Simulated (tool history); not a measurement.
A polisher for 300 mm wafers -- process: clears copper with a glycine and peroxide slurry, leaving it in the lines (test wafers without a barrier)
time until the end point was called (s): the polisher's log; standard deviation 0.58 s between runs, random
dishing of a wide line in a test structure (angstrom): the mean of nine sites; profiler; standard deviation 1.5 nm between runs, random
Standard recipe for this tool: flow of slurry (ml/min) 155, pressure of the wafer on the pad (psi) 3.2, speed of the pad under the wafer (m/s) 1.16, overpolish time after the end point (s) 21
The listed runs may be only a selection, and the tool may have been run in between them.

run,hour,flow of slurry (ml/min),pressure of the wafer on the pad (psi),speed of the pad under the wafer (m/s),overpolish time after the end point (s),wafers since the last listed run,wafers polished on this pad,hours since the slurry nozzle was cleaned,hours since the head pressure was calibrated,"incoming thickness of the incoming film, nm",time until the end point was called (s),dishing of a wide line in a test structure (angstrom)
1,0.0,155,3.2,1.16,21,0,1939,127.6,143.2,495.1,65.8,699
# hour 3.3: worn pad replaced by a new one
2,39.9,155,3.2,1.16,21,371,371,167.5,183.1,506.5,67.4,659
3,79.9,155,3.2,1.16,21,405,777,207.5,223.1,501.2,66.0,709
4,109.6,155,3.2,1.16,21,301,1078,237.2,252.8,508.7,67.5,701
5,175.3,155,3.2,1.16,21,666,1745,302.9,318.5,505.1,67.1,697
6,201.3,155,3.2,1.16,21,263,2009,328.9,344.5,509.0,66.3,693
# hour 219.1: worn pad replaced by a new one
7,227.8,155,2.6,1.26,21,228,87,355.4,371.0,496.0,72.6,653
# hour 254.9: head pressure recalibrated
8,267.2,155,2.6,1.26,21,379,467,394.8,12.3,495.1,73.7,650
9,313.0,155,2.6,1.26,21,464,931,440.6,58.1,499.4,75.8,643
10,383.8,155,3.2,1.16,21,718,1650,511.4,128.9,500.9,67.0,693
# hour 428.9: worn pad replaced by a new one
11,454.9,155,3.2,1.16,21,680,264,582.5,200.0,492.9,64.2,714
12,507.4,155,3.2,1.16,12,532,796,635.0,252.5,499.1,65.6,499
13,542.0,155,3.2,1.16,21,351,1147,669.6,287.1,506.0,66.8,687
14,579.5,130,3.2,1.16,21,380,1528,707.1,324.6,508.2,68.7,705
# hour 599.9: worn pad replaced by a new one
# hour 636.6: head pressure recalibrated
15,640.8,155,3.2,1.16,21,561,394,768.4,4.2,501.5,67.7,673
16,684.1,175,3.5,1.16,21,439,833,811.7,47.5,497.8,61.7,744
# hour 746.4: slurry nozzle cleaned
# hour 771.3: worn pad replaced by a new one
17,814.6,140,3.2,0.86,9,1273,438,68.2,178.0,497.1,85.3,341
18,875.4,120,3.2,1.16,21,616,1055,129.0,238.8,502.8,69.8,695
19,940.5,155,3.2,1.52,33,660,1716,194.1,303.9,493.7,52.1,838
# hour 945.5: worn pad replaced by a new one
20,967.9,135,3.2,1.52,21,237,226,221.5,331.3,496.0,51.9,749

For each run, what was the tool's unlogged condition?
removal rate lost through wear of the pad, %: 0 across all the runs
slurry flow missing at the pad, %: 0 across all the runs
H1: deviation of the head's pressure from its setpoint, %
run,H1
1,2.32
2,2.79
3,3.16
4,3.36
5,3.7
6,3.79
7,3.87
8,0.365
9,1.71
10,3.1
11,3.95
12,4.35
13,4.55
14,4.71
15,-0.0869
16,1.27
17,3.57
18,4.1
19,4.46
20,4.57

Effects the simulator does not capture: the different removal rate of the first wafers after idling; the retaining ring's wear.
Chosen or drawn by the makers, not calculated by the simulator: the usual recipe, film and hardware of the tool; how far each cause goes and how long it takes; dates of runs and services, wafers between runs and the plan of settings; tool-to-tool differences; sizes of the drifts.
